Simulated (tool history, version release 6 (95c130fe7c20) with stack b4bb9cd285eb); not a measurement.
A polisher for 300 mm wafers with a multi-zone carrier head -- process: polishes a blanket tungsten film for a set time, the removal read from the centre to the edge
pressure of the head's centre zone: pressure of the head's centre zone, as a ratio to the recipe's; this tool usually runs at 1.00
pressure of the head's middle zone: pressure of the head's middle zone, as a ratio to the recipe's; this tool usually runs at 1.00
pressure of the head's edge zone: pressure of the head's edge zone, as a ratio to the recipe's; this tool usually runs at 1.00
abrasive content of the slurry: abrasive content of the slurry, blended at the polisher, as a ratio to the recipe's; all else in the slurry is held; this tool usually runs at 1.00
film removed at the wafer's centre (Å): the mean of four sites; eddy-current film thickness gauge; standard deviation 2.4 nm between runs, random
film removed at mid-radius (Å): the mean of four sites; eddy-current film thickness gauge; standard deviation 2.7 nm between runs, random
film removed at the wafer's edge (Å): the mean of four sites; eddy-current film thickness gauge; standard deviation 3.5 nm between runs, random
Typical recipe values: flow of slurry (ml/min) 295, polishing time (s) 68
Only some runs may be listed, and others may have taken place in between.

run	hour	flow of slurry (ml/min)	pressure of the head's centre zone	pressure of the head's middle zone	pressure of the head's edge zone	abrasive content of the slurry	polishing time (s)	wafers since the last listed run	wafers polished on this pad	hours since the slurry nozzle was cleaned	hours since the centre zone pressure was calibrated	hours since the edge zone pressure was calibrated	hours since the carrier head's membrane was replaced	incoming thickness of the incoming film, nm	film removed at the wafer's centre (Å)	film removed at mid-radius (Å)	film removed at the wafer's edge (Å)
1	0.0	240	1.00	1.00	1.00	1.00	68	0	393	527.5	0.5	515.4	2049.4	830.5	2228	2181	2246
2	7.5	295	1.00	1.00	1.09	1.10	68	54	448	535.0	8.0	522.9	2056.9	828.1	2252	2267	2413
3	22.9	215	1.00	0.89	1.00	1.00	68	112	560	550.4	23.4	538.3	2072.3	813.3	2186	1946	2176
4	30.5	295	1.00	1.00	1.00	1.00	68	55	616	558.0	31.0	545.9	2079.9	817.0	2264	2206	2225
# hour 40.2: worn pad replaced by a new one
# hour 51.2: carrier head's membrane replaced by a new one
5	51.7	295	1.10	1.00	0.96	1.20	68	88	47	579.2	52.2	567.1	0.5	819.6	2669	2410	2368
# hour 61.8: edge zone pressure recalibrated
6	62.3	295	1.00	1.04	1.00	1.00	68	62	110	589.8	62.8	0.5	11.1	820.3	2250	2354	2291
7	77.9	295	1.00	1.00	1.00	1.00	68	113	223	605.4	78.4	16.1	26.7	813.9	2243	2260	2299
# hour 91.4: slurry nozzle cleaned
8	95.8	295	1.00	1.00	1.00	1.00	68	123	346	4.4	96.3	34.0	44.6	816.3	2263	2241	2259
9	102.0	330	1.06	1.04	1.10	1.00	68	45	392	10.6	102.5	40.2	50.8	806.7	2456	2291	2356
10	109.9	295	1.12	1.00	1.04	1.00	68	57	449	18.5	110.4	48.1	58.7	828.7	2512	2221	2324
11	117.7	385	1.10	1.00	1.00	0.90	68	56	506	26.3	118.2	55.9	66.5	828.3	2497	2233	2253
12	124.0	345	1.00	1.00	0.95	0.85	68	45	552	32.6	124.5	62.2	72.8	821.3	2208	2122	2106
13	142.0	295	1.00	1.00	1.00	1.00	68	131	683	50.6	142.5	80.2	90.8	823.8	2200	2158	2225
# hour 147.5: worn pad replaced by a new one
14	149.4	295	1.00	0.93	1.00	1.25	68	24	13	58.0	149.9	87.6	98.2	814.4	2513	2275	2482
15	163.0	295	1.00	1.00	1.00	1.00	45	99	112	71.6	163.5	101.2	111.8	825.6	1538	1507	1507
16	174.0	295	1.00	1.00	1.00	1.00	68	80	192	82.6	174.5	112.2	122.8	826.6	2298	2294	2338
17	202.1	295	1.00	1.00	1.00	1.10	68	204	397	110.7	202.6	140.3	150.9	833.1	2334	2285	2347
18	208.4	295	1.04	1.00	1.00	1.15	68	45	443	117.0	208.9	146.6	157.2	829.8	2436	2279	2362
19	223.5	295	1.00	0.95	0.96	1.00	51	109	553	132.1	224.0	161.7	172.3	813.1	1682	1592	1666
20	233.5	295	1.00	0.91	1.04	0.80	58	72	626	142.1	234.0	171.7	182.3	824.3	1811	1684	1826
21	243.7	295	1.00	1.00	1.00	0.75	87	74	700	152.3	244.2	181.9	192.5	824.7	2642	2659	2634
# hour 265.1: worn pad replaced by a new one
22	294.4	295	1.06	0.92	1.00	1.10	68	340	213	203.0	294.9	232.6	243.2	826.4	2496	2151	2358
23	304.6	295	1.00	1.00	1.00	1.00	68	74	287	213.2	305.1	242.8	253.4	807.3	2262	2225	2291

Predict each of these 3 candidate next runs independently; none follows another, all start after run 23:
A	305.0	295	1.00	1.00	1.00	1.25	68	2	290	213.6	305.5	243.2	253.8	818.5	?	?	?
B	305.0	295	1.07	1.00	1.00	1.00	68	2	290	213.6	305.5	243.2	253.8	818.5	?	?	?
C	305.0	295	1.03	1.00	1.00	1.00	92	2	290	213.6	305.5	243.2	253.8	818.5	?	?	?

run	film removed at the wafer's centre (Å)	film removed at mid-radius (Å)	film removed at the wafer's edge (Å)
A	2391	2382	2434
B	2417	2248	2298
C	3147	3042	3108
With the hidden condition removed and each run's random variation left untouched, the same runs would have given:
run	film removed at the wafer's centre (Å)	film removed at mid-radius (Å)	film removed at the wafer's edge (Å)
A	2476	2467	2520
B	2503	2328	2379
C	3258	3150	3219
